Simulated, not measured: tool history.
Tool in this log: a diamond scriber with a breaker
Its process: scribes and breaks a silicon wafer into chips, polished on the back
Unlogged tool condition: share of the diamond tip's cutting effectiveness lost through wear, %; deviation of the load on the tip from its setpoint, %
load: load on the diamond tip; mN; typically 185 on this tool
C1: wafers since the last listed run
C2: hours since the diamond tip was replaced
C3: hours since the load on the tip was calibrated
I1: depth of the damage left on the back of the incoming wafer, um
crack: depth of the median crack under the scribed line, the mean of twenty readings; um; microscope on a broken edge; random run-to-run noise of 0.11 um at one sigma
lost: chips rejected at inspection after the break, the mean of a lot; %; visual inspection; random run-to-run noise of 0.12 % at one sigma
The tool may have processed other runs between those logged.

Run 1, hour 0: usual settings but load 217 mN; C1 0; C2 675.3; C3 1735.4; I1 0.03. Result: crack 7.77 um, lost 2.77 %.
Run 2, hour 32.6: usual settings but load 217 mN; C1 114; C2 707.9; C3 1768; I1 0.01. Result: crack 7.68 um, lost 2.81 %.
Run 3, hour 54: usual settings but load 217 mN; C1 75; C2 729.3; C3 1789.4; I1 0.02. Result: crack 7.82 um, lost 2.83 %.
Run 4, hour 82.4: usual settings; C1 100; C2 757.7; C3 1817.8; I1 0.01. Result: crack 6.88 um, lost 7.59 %.
Run 5, hour 107.2: usual settings; C1 87; C2 782.5; C3 1842.6; I1 0.02. Result: crack 6.83 um, lost 8.51 %.
Run 6, hour 134.1: usual settings; C1 94; C2 809.4; C3 1869.5; I1 0.04. Result: crack 6.93 um, lost 8.69 %.
Run 7, hour 153.6: usual settings; C1 68; C2 828.9; C3 1889; I1 0.05. Result: crack 6.81 um, lost 9.42 %.
Run 8, hour 188: usual settings; C1 121; C2 863.3; C3 1923.4; I1 0.04. Result: crack 6.94 um, lost 7.73 %.
Run 9, hour 217.5: usual settings but load 224 mN; C1 104; C2 892.8; C3 1952.9; I1 0.03. Result: crack 7.81 um, lost 2.56 %.
Run 10, hour 241.1: usual settings but load 224 mN; C1 83; C2 916.4; C3 1976.5; I1 0.01. Result: crack 7.84 um, lost 2.75 %.
At hour 251: load on the tip recalibrated.
At hour 257: diamond tip replaced by a new one.
Run 11, hour 264.2: usual settings but load 220 mN; C1 67; C2 7.2; C3 13.2; I1 0.04. Result: crack 9.29 um, lost 3.65 %.
Run 12, hour 298.1: usual settings but load 217 mN; C1 119; C2 41.1; C3 47.1; I1 0.02. Result: crack 9.21 um, lost 2.58 %.
Run 13, hour 315.1: usual settings; C1 59; C2 58.1; C3 64.1; I1 0.01. Result: crack 8.1 um, lost 2.25 %.
Run 14, hour 330.5: usual settings but load 202 mN; C1 54; C2 73.5; C3 79.5; I1 0.02. Result: crack 8.42 um, lost 1.87 %.
Run 15, hour 411.5: usual settings; C1 285; C2 154.5; C3 160.5; I1 0.01. Result: crack 7.64 um, lost 3.49 %.
Run 16, hour 435.3: usual settings but load 202 mN; C1 83; C2 178.3; C3 184.3; I1 0.04. Result: crack 8.19 um, lost 2.36 %.
Run 17, hour 447.7: usual settings but load 148 mN; C1 43; C2 190.7; C3 196.7; I1 0.03. Result: crack 6.5 um, lost 12.33 %.
Run 18, hour 466.8: usual settings but load 137 mN; C1 67; C2 209.8; C3 215.8; I1 0.04. Result: crack 6.02 um, lost 18.03 %.
Run 19, hour 491.8: usual settings but load 238 mN; C1 88; C2 234.8; C3 240.8; I1 0.01. Result: crack 8.88 um, lost 2.78 %.
Run 20, hour 519.5: usual settings but load 237 mN; C1 97; C2 262.5; C3 268.5; I1 0.03. Result: crack 8.86 um, lost 2.42 %.

What if the next run were any one of these 5? Each begins from the tool's condition after run 20:
Run A, hour 520: usual settings; C1 1; C2 263; C3 269; I1 0.04. Result: crack ?, lost ?.
Run B, hour 520: usual settings but load 225 mN; C1 1; C2 263; C3 269; I1 0.04. Result: crack ?, lost ?.
Run C, hour 520: usual settings but load 145 mN; C1 1; C2 263; C3 269; I1 0.04. Result: crack ?, lost ?.
Run D, hour 520: usual settings but load 236 mN; C1 1; C2 263; C3 269; I1 0.04. Result: crack ?, lost ?.
Run E, hour 520: usual settings but load 154 mN; C1 1; C2 263; C3 269; I1 0.04. Result: crack ?, lost ?.

run  crack   lost
  A   7.46   4.25
  B   8.55   1.78
  C   6.29  14.84
  D   8.84   2.06
  E   6.56  11.54
Without the tool's hidden state the same runs would have given:
run  crack  lost
  A   8.46  1.76
  B    9.7  4.67
  C   7.13  6.32
  D  10.02  6.21
  E   7.44  4.36

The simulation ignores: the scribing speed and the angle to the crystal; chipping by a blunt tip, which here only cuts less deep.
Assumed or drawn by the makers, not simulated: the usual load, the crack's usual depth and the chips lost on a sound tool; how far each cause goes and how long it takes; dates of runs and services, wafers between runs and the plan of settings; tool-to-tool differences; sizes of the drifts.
